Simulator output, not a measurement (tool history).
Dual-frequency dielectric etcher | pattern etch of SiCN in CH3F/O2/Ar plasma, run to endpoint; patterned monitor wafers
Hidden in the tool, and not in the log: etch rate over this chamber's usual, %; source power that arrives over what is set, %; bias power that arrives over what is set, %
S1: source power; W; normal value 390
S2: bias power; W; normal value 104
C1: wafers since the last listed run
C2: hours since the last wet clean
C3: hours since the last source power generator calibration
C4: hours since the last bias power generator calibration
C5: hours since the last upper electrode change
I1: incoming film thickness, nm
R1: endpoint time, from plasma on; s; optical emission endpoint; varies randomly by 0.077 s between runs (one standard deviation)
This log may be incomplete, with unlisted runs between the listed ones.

| run | hour | S1 | S2 | C1 | C2 | C3 | C4 | C5 | I1 | R1 |
|---|---|---|---|---|---|---|---|---|---|---|
| 1 | 0 | 360 | 104 | 0 | 602.5 | 3148 | 2174.8 | 4511.8 | 11.98 | 25.1 |
|  | 82.4 | wet clean of the chamber |
| 2 | 82.9 | 360 | 104 | 971 | 0.5 | 3230.9 | 2257.7 | 4594.7 | 11.97 | 26 |
| 3 | 112.6 | 390 | 104 | 489 | 30.2 | 3260.6 | 2287.4 | 4624.4 | 11.97 | 25.2 |
| 4 | 157 | 390 | 104 | 732 | 74.6 | 3305 | 2331.8 | 4668.8 | 12.13 | 25.3 |
| 5 | 256.9 | 390 | 104 | 1647 | 174.5 | 3404.9 | 2431.7 | 4768.7 | 11.99 | 24.9 |
| 6 | 326 | 410 | 104 | 1139 | 243.6 | 3474 | 2500.8 | 4837.8 | 11.93 | 24.4 |
| 7 | 425.2 | 390 | 104 | 1635 | 342.8 | 3573.2 | 2600 | 4937 | 12.02 | 24.8 |
| 8 | 581.5 | 390 | 117 | 2577 | 499.1 | 3729.5 | 2756.3 | 5093.3 | 12.02 | 23.5 |
| 9 | 628.5 | 390 | 117 | 775 | 546.1 | 3776.5 | 2803.3 | 5140.3 | 12.01 | 23.5 |
| 10 | 669.2 | 390 | 117 | 671 | 586.8 | 3817.2 | 2844 | 5181 | 12.05 | 23.5 |
| 11 | 741.2 | 390 | 104 | 1187 | 658.8 | 3889.2 | 2916 | 5253 | 12.04 | 24.3 |
|  | 778 | wet clean of the chamber |
| 12 | 797.1 | 390 | 104 | 526 | 19.1 | 3945.1 | 2971.9 | 5308.9 | 12 | 25.2 |
| 13 | 857.4 | 430 | 104 | 994 | 79.4 | 4005.4 | 3032.2 | 5369.2 | 11.96 | 24.3 |
|  | 1012.7 | bias power generator calibrated |
|  | 1015.1 | source power generator calibrated |
| 14 | 1084.2 | 390 | 88 | 3634 | 306.2 | 69.1 | 71.5 | 5596 | 12.03 | 26.9 |
|  | 1144.7 | upper electrode replaced |
| 15 | 1145.8 | 360 | 90 | 620 | 367.8 | 130.7 | 133.1 | 1.1 | 12.01 | 27.4 |
| 16 | 1248.5 | 430 | 83 | 1693 | 470.5 | 233.4 | 235.8 | 103.8 | 12.13 | 26.6 |
|  | 1333.6 | wet clean of the chamber |
| 17 | 1346 | 360 | 97 | 1212 | 12.4 | 330.9 | 333.3 | 201.3 | 12.04 | 27.1 |
| 18 | 1393.3 | 390 | 104 | 780 | 59.7 | 378.2 | 380.6 | 248.6 | 11.92 | 25.5 |
| 19 | 1437.1 | 490 | 93 | 722 | 103.5 | 422 | 424.4 | 292.4 | 11.89 | 24.1 |
| 20 | 1530.2 | 390 | 104 | 1535 | 196.6 | 515.1 | 517.5 | 385.5 | 12.02 | 25.5 |
| 21 | 1588.6 | 340 | 84 | 963 | 255 | 573.5 | 575.9 | 443.9 | 12.06 | 28.9 |
| 22 | 1655.5 | 330 | 122 | 1103 | 321.9 | 640.4 | 642.8 | 510.8 | 12.01 | 25.2 |
| 23 | 1725.1 | 390 | 104 | 1147 | 391.5 | 710 | 712.4 | 580.4 | 11.94 | 24.9 |
| 24 | 1775.6 | 480 | 119 | 832 | 442 | 760.5 | 762.9 | 630.9 | 11.96 | 22 |
| 25 | 1840.1 | 390 | 89 | 1063 | 506.5 | 825 | 827.4 | 695.4 | 12.01 | 26.3 |
| 26 | 1896.9 | 340 | 91 | 936 | 563.3 | 881.8 | 884.2 | 752.2 | 11.98 | 27.4 |
|  | 1936.7 | wet clean of the chamber |
| 27 | 1954.1 | 350 | 104 | 547 | 17.4 | 939 | 941.4 | 809.4 | 12.01 | 26.6 |
| 28 | 2009.4 | 480 | 83 | 911 | 72.7 | 994.3 | 996.7 | 864.7 | 11.94 | 25.5 |
| 29 | 2089.3 | 470 | 111 | 1317 | 152.6 | 1074.2 | 1076.6 | 944.6 | 12.01 | 23.2 |

Hidden condition of the tool, last listed run before each entry between runs versus first listed run after:
Logged between run 1 and run 2: wet clean of the chamber (hour 82.4)
  etch rate over this chamber's usual, %: 3.33 -> 0.165; bias power that arrives over what is set, %: 2.76 -> 2.96
  measured value less the no-hidden-state value, R1: -1.1 -> -0.3 s
Logged between run 11 and run 12: wet clean of the chamber (hour 778)
  etch rate over this chamber's usual, %: 3.37 -> -0.641; bias power that arrives over what is set, %: 4.88 -> 5.06
  measured value less the no-hidden-state value, R1: -1.2 -> -0.3 s
Logged between run 13 and run 14: bias power generator calibrated (hour 1012.7); source power generator calibrated (hour 1015.1)
  etch rate over this chamber's usual, %: -0.347 -> 0.759; bias power that arrives over what is set, %: 5.27 -> -0.453
  measured value less the no-hidden-state value, R1: -0.4 -> -0.2 s
Logged between run 14 and run 15: upper electrode replaced (hour 1144.7)
  etch rate over this chamber's usual, %: 0.759 -> 1.06; bias power that arrives over what is set, %: -0.453 -> -0.446
  measured value less the no-hidden-state value, R1: -0.2 -> -0.3 s
Logged between run 16 and run 17: wet clean of the chamber (hour 1333.6)
  etch rate over this chamber's usual, %: 1.56 -> 0.292; bias power that arrives over what is set, %: -0.425 -> -0.394
  measured value less the no-hidden-state value, R1: -0.4 -> +0 s
Logged between run 26 and run 27: wet clean of the chamber (hour 1936.7)
  etch rate over this chamber's usual, %: 2.98 -> -0.13; bias power that arrives over what is set, %: -0.017 -> 0.0417
  measured value less the no-hidden-state value, R1: -0.9 -> +0 s
